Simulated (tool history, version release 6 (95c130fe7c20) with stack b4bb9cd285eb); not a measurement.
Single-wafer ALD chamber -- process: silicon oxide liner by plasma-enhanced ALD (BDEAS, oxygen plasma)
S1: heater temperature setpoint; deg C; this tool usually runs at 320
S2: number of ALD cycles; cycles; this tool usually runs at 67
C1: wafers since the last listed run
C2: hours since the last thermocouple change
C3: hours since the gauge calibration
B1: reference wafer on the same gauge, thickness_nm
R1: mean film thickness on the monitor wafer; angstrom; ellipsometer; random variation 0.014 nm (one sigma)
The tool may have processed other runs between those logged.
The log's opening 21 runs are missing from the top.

run,hour,S1,S2,C1,C2,C3,B1,R1
22,1022.6,320,67,211,982.5,1312.3,4.862,56.77
23,1056.0,320,76,109,1015.9,1345.7,4.862,64.54
24,1082.1,309,67,85,1042.0,1371.8,4.862,57.53
25,1128.6,310,58,152,1088.5,1418.3,4.862,49.59
26,1169.7,313,75,134,1129.6,1459.4,4.862,63.87
# hour 1201.8: gauge calibrated
# hour 1223.8: thermocouple changed; heater temperature recalibrated
27,1238.2,309,60,198,14.4,36.4,4.919,52.07
28,1293.0,305,59,179,69.2,91.2,4.913,51.61
29,1333.6,320,67,133,109.8,131.8,4.909,57.37
30,1398.2,311,59,211,174.4,196.4,4.905,50.95
31,1464.5,328,77,217,240.7,262.7,4.900,64.98
32,1507.9,333,67,142,284.1,306.1,4.897,56.14
33,1560.6,314,61,172,336.8,358.8,4.890,52.37
34,1586.1,312,79,83,362.3,384.3,4.892,67.95
35,1651.1,315,78,213,427.3,449.3,4.889,66.86
36,1716.8,320,67,215,493.0,515.0,4.883,57.06
37,1742.6,320,67,84,518.8,540.8,4.885,57.16

4 options for the next run, each taken on its own from the tool as it stands now. Forecast them:
A,1743.1,328,67,1,519.3,541.3,?,?
B,1743.1,325,75,1,519.3,541.3,?,?
C,1743.1,320,79,1,519.3,541.3,?,?
D,1743.1,333,74,1,519.3,541.3,?,?

run,B1,R1
A,4.885,56.34
B,4.885,63.31
C,4.885,67.11
D,4.885,61.82
Without the tool's unlogged condition, the same runs would have read:
run,R1
A,56.88
B,63.92
C,67.76
D,62.42
